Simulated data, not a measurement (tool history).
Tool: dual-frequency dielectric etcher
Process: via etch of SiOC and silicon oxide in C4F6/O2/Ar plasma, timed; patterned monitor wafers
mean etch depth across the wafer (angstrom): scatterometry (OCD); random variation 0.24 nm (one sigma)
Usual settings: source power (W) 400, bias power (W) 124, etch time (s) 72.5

run	hour	source power (W)	bias power (W)	etch time (s)	read-back reference wafer on the same gauge, depth_nm	mean etch depth across the wafer (angstrom)
1	0.0	400	112	72.5	57.4	615
2	35.7	400	112	72.5	57.4	617
3	86.3	400	124	72.5	57.4	625
4	129.6	400	124	72.5	57.4	623
5	158.8	400	95	72.5	57.4	601
6	227.0	400	124	72.5	57.4	618
# hour 253.9: bias power generator calibrated
7	254.4	450	97	72.5	57.4	639
# hour 304.7: wet clean of the chamber
8	305.2	400	109	72.5	57.4	627
9	318.7	400	124	72.5	57.4	632
10	366.8	400	147	63.5	57.4	569
# hour 453.6: upper electrode replaced
11	464.0	400	124	79.5	57.4	687
12	525.8	400	124	72.5	57.4	624
# hour 537.9: source power generator calibrated
13	558.4	400	124	57.5	57.4	514
14	617.5	320	110	58.5	57.4	443
# hour 665.0: gauge calibrated
15	683.7	400	138	82.0	57.4	745
16	708.5	400	124	72.5	57.5	640
17	753.5	430	97	86.5	57.3	763
# hour 787.4: wet clean of the chamber
18	917.4	400	124	72.5	57.4	654
19	971.5	400	124	72.5	57.4	646
20	1017.1	470	124	72.5	57.4	711
21	1060.2	400	124	82.0	57.4	725
22	1128.3	400	124	72.5	57.4	639
23	1157.8	450	124	72.5	57.4	681
24	1222.6	400	124	72.5	57.4	633
# hour 1274.6: wet clean of the chamber
25	1292.8	330	149	65.0	57.4	541
26	1356.9	400	124	72.5	57.4	654
27	1418.1	400	112	91.0	57.4	804
28	1486.0	340	124	72.5	57.4	587

Forecast each of these 5 alternatives for the next run:
A	1486.4	400	113	72.5	?	?
B	1486.4	400	124	92.5	?	?
C	1486.4	440	148	62.5	?	?
D	1486.4	370	124	72.5	?	?
E	1486.4	400	148	66.0	?	?

run	read-back reference wafer on the same gauge, depth_nm	mean etch depth across the wafer (angstrom)
A	57.4	641
B	57.4	829
C	57.4	609
D	57.4	620
E	57.4	609
Without the tool's hidden state the same runs would have given:
run	mean etch depth across the wafer (angstrom)
A	653
B	845
C	621
D	632
E	621

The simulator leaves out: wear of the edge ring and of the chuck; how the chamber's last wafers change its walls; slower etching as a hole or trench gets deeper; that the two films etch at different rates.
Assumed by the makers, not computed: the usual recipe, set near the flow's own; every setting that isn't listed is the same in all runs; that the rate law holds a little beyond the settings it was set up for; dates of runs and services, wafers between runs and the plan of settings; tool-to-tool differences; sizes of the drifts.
